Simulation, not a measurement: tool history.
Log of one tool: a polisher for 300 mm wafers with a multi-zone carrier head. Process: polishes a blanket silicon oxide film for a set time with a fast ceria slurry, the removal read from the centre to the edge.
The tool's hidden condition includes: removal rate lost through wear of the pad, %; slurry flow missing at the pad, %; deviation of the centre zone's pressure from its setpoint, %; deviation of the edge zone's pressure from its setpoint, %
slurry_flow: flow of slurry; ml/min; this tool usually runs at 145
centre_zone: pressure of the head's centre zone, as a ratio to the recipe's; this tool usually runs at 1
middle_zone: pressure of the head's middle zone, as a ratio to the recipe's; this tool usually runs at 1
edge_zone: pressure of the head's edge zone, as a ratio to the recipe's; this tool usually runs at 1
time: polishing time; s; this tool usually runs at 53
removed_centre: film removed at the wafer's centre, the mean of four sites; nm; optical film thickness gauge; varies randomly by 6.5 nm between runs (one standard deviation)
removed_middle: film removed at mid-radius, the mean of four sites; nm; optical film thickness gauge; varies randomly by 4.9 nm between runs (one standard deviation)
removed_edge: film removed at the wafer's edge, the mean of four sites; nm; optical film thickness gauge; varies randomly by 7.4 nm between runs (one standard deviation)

run   hour  slurry_flow  centre_zone  middle_zone  edge_zone  time  wafers since the last listed run  wafers polished on this pad  hours since the slurry nozzle was cleaned  hours since the centre zone pressure was calibrated  hours since the edge zone pressure was calibrated  hours since the carrier head's membrane was replaced  incoming thickness of the incoming film, nm  removed_centre  removed_middle  removed_edge
  1      0          145            1            1       0.92    53                                 0                          261                                      808.9                                                908.7                                               19.8                                                 642.1                                       2978.2             558           565.3         531.2
  2   14.2           95            1            1          1    53                               102                          364                                      823.1                                                922.9                                                 34                                                 656.3                                       2960.1           483.8           507.9         507.2
      40.4  -- carrier head's membrane replaced by a new one
      50.6  -- slurry nozzle cleaned
  3   56.3          145            1            1          1    37                               260                          624                                        5.7                                                  965                                               76.1                                                  15.9                                       2974.6           378.4           379.3           372
  4  108.7          145         1.08         1.07        0.9    68                               378                         1003                                       58.1                                               1017.4                                              128.5                                                  68.3                                       2953.7             724           741.8         647.4
  5  119.5          145            1            1          1    53                                77                         1081                                       68.9                                               1028.2                                              139.3                                                  79.1                                         2971           524.7           537.8         521.9
  6  134.1          145         0.93            1       0.91    53                               105                         1186                                       83.5                                               1042.8                                              153.9                                                  93.7                                       2952.9           494.5           531.7         492.5
     138.4  -- worn pad replaced by a new one
  7  148.8          145            1            1          1    53                                77                           74                                       98.2                                               1057.5                                              168.6                                                 108.4                                       2999.3           578.3           583.6         581.2
  8  160.9          180         1.11            1        1.1    71                                87                          162                                      110.3                                               1069.6                                              180.7                                                 120.5                                       2929.5             838             803         811.3
  9  168.8          145         0.88            1          1    53                                57                          219                                      118.2                                               1077.5                                              188.6                                                 128.4                                       2962.1           522.8           570.2         550.7
 10  178.5          110            1         0.92          1    53                                70                          289                                      127.9                                               1087.2                                              198.3                                                 138.1                                         2937           505.2           490.6         528.4
 11  192.8          145            1            1          1    53                               103                          392                                      142.2                                               1101.5                                              212.6                                                 152.4                                       2961.1           536.3           554.7         527.8
       207  -- centre zone pressure recalibrated
 12  207.5          130         0.94            1          1    53                                91                          484                                      156.9                                                  0.5                                              227.3                                                 167.1                                       2928.4           510.3           537.1         534.3
 13  218.3          100            1         1.05          1    53                                77                          562                                      167.7                                                 11.3                                              238.1                                                 177.9                                       2957.9           491.1           516.4         496.2
 14  234.7          100            1          1.1          1    61                               118                          680                                      184.1                                                 27.7                                              254.5                                                 194.3                                       3000.3           551.8           604.8         564.4
 15  248.4          145         0.88         1.11          1    64                                98                          779                                      197.8                                                 41.4                                              268.2                                                   208                                       2982.9           587.5           712.9         625.4
 16  261.7          110            1            1       1.11    53                                96                          875                                      211.1                                                 54.7                                              281.5                                                 221.3                                       2987.5           496.2           501.2         515.2
 17  269.8          145            1         0.97          1    53                                58                          934                                      219.2                                                 62.8                                              289.6                                                 229.4                                       2971.7             531           525.4         517.4
 18  277.2          145            1            1          1    53                                53                          987                                      226.6                                                 70.2                                                297                                                 236.8                                       2976.1           533.4           533.6         514.3
 19  292.8          145            1            1          1    45                               112                         1100                                      242.2                                                 85.8                                              312.6                                                 252.4                                         2961           441.5           453.2         431.5
 20  308.5          145            1            1          1    47                               113                         1213                                      257.9                                                101.5                                              328.3                                                 268.1                                       2913.8           463.2           476.5         455.6
 21  321.8          145         0.93            1          1    66                                96                         1309                                      271.2                                                114.8                                              341.6                                                 281.4                                       2967.1           614.7           657.6         637.7

How would selected steps in removed_centre from run to run divide? Give the signed amount a tool lacking its hidden state would still show from settings, what came in and random variation, and the signed amount left for the hidden state, including any gauge scatter that is not in both of the compared results.
Run 3 -> 4: centre_zone 1 -> 1.08, middle_zone 1 -> 1.07, edge_zone 1 -> 0.9, time 37 -> 68. removed_centre +345.6 nm: hidden state -50.7, all else +396.3.
Run 6 -> 7: centre_zone 0.93 -> 1, edge_zone 0.91 -> 1, worn pad replaced by a new one. removed_centre +83.8 nm: hidden state +44.1, all else +39.7.
Run 8 -> 9: slurry_flow 180 -> 145, centre_zone 1.11 -> 0.88, edge_zone 1.1 -> 1, time 71 -> 53. removed_centre -315.2 nm: hidden state +11.6, all else -326.8.
